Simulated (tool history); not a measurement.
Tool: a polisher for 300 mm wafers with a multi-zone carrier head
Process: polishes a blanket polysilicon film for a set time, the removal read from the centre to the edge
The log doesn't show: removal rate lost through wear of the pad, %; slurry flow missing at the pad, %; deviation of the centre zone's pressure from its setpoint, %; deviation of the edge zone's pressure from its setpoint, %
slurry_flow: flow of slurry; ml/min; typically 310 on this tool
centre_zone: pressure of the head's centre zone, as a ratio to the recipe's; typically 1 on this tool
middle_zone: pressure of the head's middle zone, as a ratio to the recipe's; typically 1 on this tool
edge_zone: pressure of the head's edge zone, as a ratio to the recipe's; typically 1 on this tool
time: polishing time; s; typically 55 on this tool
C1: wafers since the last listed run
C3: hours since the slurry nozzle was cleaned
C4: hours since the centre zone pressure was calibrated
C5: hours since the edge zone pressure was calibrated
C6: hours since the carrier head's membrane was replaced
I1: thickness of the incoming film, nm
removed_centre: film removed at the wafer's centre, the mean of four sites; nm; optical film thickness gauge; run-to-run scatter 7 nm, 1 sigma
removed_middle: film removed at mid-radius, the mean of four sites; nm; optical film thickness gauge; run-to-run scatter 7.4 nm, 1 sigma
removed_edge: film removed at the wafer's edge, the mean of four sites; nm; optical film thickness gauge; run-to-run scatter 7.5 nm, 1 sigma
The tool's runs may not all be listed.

Run 1, hour 0: usual settings but middle_zone 0.93; C1 0; wafers polished on this pad 872; C3 264.4; C4 673.7; C5 442.2; C6 1845.1; I1 1511.9. Result: removed_centre 473.2 nm, removed_middle 485.1 nm, removed_edge 523.4 nm.
Run 2, hour 28: usual settings but middle_zone 0.93; C1 214; wafers polished on this pad 1087; C3 292.4; C4 701.7; C5 470.2; C6 1873.1; I1 1530.9. Result: removed_centre 485 nm, removed_middle 489.6 nm, removed_edge 530.7 nm.
Run 3, hour 49.5: usual settings but middle_zone 0.93; C1 165; wafers polished on this pad 1252; C3 313.9; C4 723.2; C5 491.7; C6 1894.6; I1 1521. Result: removed_centre 483.3 nm, removed_middle 477.4 nm, removed_edge 533 nm.
At hour 64.3: worn pad replaced by a new one.
Run 4, hour 79.8: usual settings; C1 201; wafers polished on this pad 119; C3 344.2; C4 753.5; C5 522; C6 1924.9; I1 1531.2. Result: removed_centre 485.9 nm, removed_middle 526 nm, removed_edge 524.8 nm.
Run 5, hour 99.1: usual settings but slurry_flow 240 ml/min, centre_zone 0.93; C1 148; wafers polished on this pad 267; C3 363.5; C4 772.8; C5 541.3; C6 1944.2; I1 1549.4. Result: removed_centre 425.3 nm, removed_middle 488.1 nm, removed_edge 510.3 nm.
Run 6, hour 128.7: usual settings but slurry_flow 230 ml/min, edge_zone 1.06; C1 227; wafers polished on this pad 494; C3 393.1; C4 802.4; C5 570.9; C6 1973.8; I1 1537. Result: removed_centre 461.3 nm, removed_middle 490.3 nm, removed_edge 539 nm.
Run 7, hour 150: usual settings but time 44 s; C1 163; wafers polished on this pad 658; C3 414.4; C4 823.7; C5 592.2; C6 1995.1; I1 1541.2. Result: removed_centre 388.2 nm, removed_middle 398.5 nm, removed_edge 427.4 nm.
Run 8, hour 171.3: usual settings but slurry_flow 400 ml/min, centre_zone 0.91, edge_zone 1.12; C1 163; wafers polished on this pad 821; C3 435.7; C4 845; C5 613.5; C6 2016.4; I1 1544.6. Result: removed_centre 445.7 nm, removed_middle 529.9 nm, removed_edge 551.6 nm.
Run 9, hour 194.1: usual settings but slurry_flow 365 ml/min, time 45 s; C1 175; wafers polished on this pad 996; C3 458.5; C4 867.8; C5 636.3; C6 2039.2; I1 1539.5. Result: removed_centre 391 nm, removed_middle 427.9 nm, removed_edge 437.7 nm.
Run 10, hour 216: usual settings but centre_zone 0.95, edge_zone 0.95; C1 168; wafers polished on this pad 1164; C3 480.4; C4 889.7; C5 658.2; C6 2061.1; I1 1519.1. Result: removed_centre 450 nm, removed_middle 504.6 nm, removed_edge 524 nm.
At hour 224.6: slurry nozzle cleaned.
At hour 244.9: edge zone pressure recalibrated.
At hour 245.2: carrier head's membrane replaced by a new one.
Run 11, hour 245.7: usual settings but edge_zone 1.08; C1 202; wafers polished on this pad 1366; C3 21.1; C4 919.4; C5 0.8; C6 0.5; I1 1513. Result: removed_centre 487.6 nm, removed_middle 510.2 nm, removed_edge 546.9 nm.
Run 12, hour 260.3: usual settings; C1 112; wafers polished on this pad 1478; C3 35.7; C4 934; C5 15.4; C6 15.1; I1 1528.9. Result: removed_centre 488.3 nm, removed_middle 521.9 nm, removed_edge 525.6 nm.
At hour 270.9: worn pad replaced by a new one, of another model than before.
Run 13, hour 288.4: usual settings but centre_zone 0.91, middle_zone 0.96, edge_zone 0.94; C1 184; wafers polished on this pad 134; C3 63.8; C4 962.1; C5 43.5; C6 43.2; I1 1508.2. Result: removed_centre 430.3 nm, removed_middle 490.1 nm, removed_edge 505.8 nm.
At hour 290.4: centre zone pressure recalibrated.
Run 14, hour 304: usual settings; C1 104; wafers polished on this pad 238; C3 79.4; C4 13.6; C5 59.1; C6 58.8; I1 1519.7. Result: removed_centre 536.9 nm, removed_middle 519.7 nm, removed_edge 540 nm.
Run 15, hour 329.9: usual settings but edge_zone 1.03, time 50 s; C1 198; wafers polished on this pad 437; C3 105.3; C4 39.5; C5 85; C6 84.7; I1 1532.8. Result: removed_centre 475.4 nm, removed_middle 462 nm, removed_edge 481.3 nm.
Run 16, hour 343.8: usual settings; C1 106; wafers polished on this pad 544; C3 119.2; C4 53.4; C5 98.9; C6 98.6; I1 1524.4. Result: removed_centre 519.2 nm, removed_middle 518.8 nm, removed_edge 538.2 nm.
Run 17, hour 359.5: usual settings but centre_zone 1.04; C1 120; wafers polished on this pad 665; C3 134.9; C4 69.1; C5 114.6; C6 114.3; I1 1512.2. Result: removed_centre 532.7 nm, removed_middle 519.6 nm, removed_edge 526.3 nm.
Run 18, hour 377.5: usual settings but time 44 s; C1 138; wafers polished on this pad 803; C3 152.9; C4 87.1; C5 132.6; C6 132.3; I1 1524.9. Result: removed_centre 413.1 nm, removed_middle 408.2 nm, removed_edge 421 nm.
Run 19, hour 412.3: usual settings but slurry_flow 205 ml/min, centre_zone 0.88, middle_zone 0.97, time 49 s; C1 267; wafers polished on this pad 1070; C3 187.7; C4 121.9; C5 167.4; C6 167.1; I1 1541.8. Result: removed_centre 399.6 nm, removed_middle 431.8 nm, removed_edge 477.4 nm.
At hour 442.2: worn pad replaced by a new one.
Run 20, hour 442.7: usual settings but slurry_flow 390 ml/min, centre_zone 0.95, edge_zone 0.95, time 65 s; C1 202; wafers polished on this pad 3; C3 218.1; C4 152.3; C5 197.8; C6 197.5; I1 1556.6. Result: removed_centre 580.9 nm, removed_middle 612.6 nm, removed_edge 625.6 nm.
Run 21, hour 456.2: usual settings but edge_zone 0.88; C1 103; wafers polished on this pad 107; C3 231.6; C4 165.8; C5 211.3; C6 211; I1 1525. Result: removed_centre 512.9 nm, removed_middle 512.7 nm, removed_edge 508.2 nm.
Run 22, hour 491.1: usual settings but slurry_flow 265 ml/min, middle_zone 0.93, edge_zone 0.94; C1 267; wafers polished on this pad 375; C3 266.5; C4 200.7; C5 246.2; C6 245.9; I1 1554. Result: removed_centre 502.5 nm, removed_middle 479.5 nm, removed_edge 509.1 nm.
Run 23, hour 509.2: usual settings; C1 138; wafers polished on this pad 514; C3 284.6; C4 218.8; C5 264.3; C6 264; I1 1529.9. Result: removed_centre 510.1 nm, removed_middle 507.1 nm, removed_edge 542.8 nm.

Consider 3 possible next runs. They are alternatives, not a sequence: every one starts from the tool as it was left by run 23. What does each give?
Run A, hour 509.6: usual settings but slurry_flow 280 ml/min; C1 3; wafers polished on this pad 517; C3 285; C4 219.2; C5 264.7; C6 264.4; I1 1505.4. Result: removed_centre ?, removed_middle ?, removed_edge ?.
Run B, hour 509.6: usual settings but edge_zone 1.1; C1 3; wafers polished on this pad 517; C3 285; C4 219.2; C5 264.7; C6 264.4; I1 1505.4. Result: removed_centre ?, removed_middle ?, removed_edge ?.
Run C, hour 509.6: usual settings but centre_zone 0.95; C1 3; wafers polished on this pad 517; C3 285; C4 219.2; C5 264.7; C6 264.4; I1 1505.4. Result: removed_centre ?, removed_middle ?, removed_edge ?.

run  removed_centre  removed_middle  removed_edge
  A           493.8           515.3         531.1
  B           497.1           518.3         559.3
  C           471.9           518.5         533.5
Had the tool no hidden state, the same runs would have come out as:
run  removed_centre  removed_middle  removed_edge
  A           525.8           515.1         531.1
  B           529.3           518.2         559.3
  C           502.6           518.4         533.5
